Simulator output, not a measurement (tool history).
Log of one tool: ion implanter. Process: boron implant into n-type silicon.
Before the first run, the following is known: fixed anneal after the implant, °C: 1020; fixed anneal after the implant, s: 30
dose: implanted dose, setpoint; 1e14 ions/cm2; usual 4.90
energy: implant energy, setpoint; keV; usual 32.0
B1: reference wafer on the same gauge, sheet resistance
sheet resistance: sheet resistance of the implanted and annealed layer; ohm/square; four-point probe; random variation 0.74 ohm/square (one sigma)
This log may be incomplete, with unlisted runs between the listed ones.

run 1 day=0.000 | dose=4.90 energy=32.0 | B1=236.00 | sheet_resistance=211.63
run 2 day=1.275 | dose=4.90 energy=32.0 | B1=236.22 | sheet_resistance=208.98
run 3 day=2.271 | dose=4.90 energy=32.0 | B1=236.24 | sheet_resistance=211.70
run 4 day=3.621 | dose=4.90 energy=32.0 | B1=236.43 | sheet_resistance=210.34
run 5 day=5.029 | dose=4.90 energy=32.0 | B1=236.02 | sheet_resistance=210.28
run 6 day=5.550 | dose=4.90 energy=32.0 | B1=236.05 | sheet_resistance=210.46
run 7 day=6.429 | dose=4.90 energy=32.0 | B1=235.98 | sheet_resistance=209.11
run 8 day=9.975 | dose=4.90 energy=32.0 | B1=235.96 | sheet_resistance=209.64
run 9 day=11.238 | dose=4.90 energy=32.0 | B1=236.10 | sheet_resistance=209.99
run 10 day=11.858 | dose=3.80 energy=35.5 | B1=235.98 | sheet_resistance=255.74
run 11 day=13.317 | dose=4.90 energy=37.0 | B1=235.93 | sheet_resistance=206.60
run 12 day=14.354 | dose=4.90 energy=37.0 | B1=235.47 | sheet_resistance=206.16
run 13 day=15.408 | dose=6.11 energy=39.0 | B1=235.60 | sheet_resistance=169.99
run 14 day=16.208 | dose=5.58 energy=26.5 | B1=235.89 | sheet_resistance=190.94
run 15 day=17.392 | dose=4.90 energy=32.0 | B1=235.72 | sheet_resistance=209.06
run 16 day=18.479 | dose=5.90 energy=22.5 | B1=236.04 | sheet_resistance=185.86
run 17 day=19.896 | dose=6.23 energy=32.0 | B1=236.05 | sheet_resistance=171.21
-- day=21.304 Faraday cup replaced and dose calibrated
run 18 day=21.325 | dose=4.90 energy=32.0 | B1=235.93 | sheet_resistance=214.50
-- day=22.392 extraction supply calibrated
run 19 day=22.412 | dose=3.65 energy=40.5 | B1=236.18 | sheet_resistance=264.05
-- day=25.083 gauge calibrated
run 20 day=26.538 | dose=4.90 energy=26.5 | B1=235.71 | sheet_resistance=216.73
run 21 day=27.817 | dose=3.80 energy=27.0 | B1=235.70 | sheet_resistance=264.65
run 22 day=29.392 | dose=4.90 energy=35.0 | B1=236.22 | sheet_resistance=208.60
run 23 day=30.217 | dose=4.90 energy=40.0 | B1=235.79 | sheet_resistance=205.48
run 24 day=31.696 | dose=6.35 energy=41.5 | B1=236.16 | sheet_resistance=166.01

Some steps in sheet resistance between neighbouring runs. How much of each would the tool show without its hidden state too (settings, what came in, random variation), and how much is left for the hidden state, with any gauge scatter that isn't in both results?
What the log doesn't record here: deviation of the true dose from the Faraday cup's reading, %; deviation of the true energy from its setpoint, %; gauge reads high (%).
Run 10 -> 11: dose 3.80 -> 4.90, energy 35.5 -> 37.0. sheet resistance -49.14 ohm/square: hidden state +1.64, all else -50.78.
Run 17 -> 18: dose 6.23 -> 4.90, Faraday cup replaced and dose calibrated. sheet resistance +43.29 ohm/square: hidden state +4.59, all else +38.70.
Run 18 -> 19: dose 4.90 -> 3.65, energy 32.0 -> 40.5, extraction supply calibrated. sheet resistance +49.55 ohm/square: hidden state -1.21, all else +50.76.
Run 21 -> 22: dose 3.80 -> 4.90, energy 27.0 -> 35.0. sheet resistance -56.05 ohm/square: hidden state +0.69, all else -56.74.
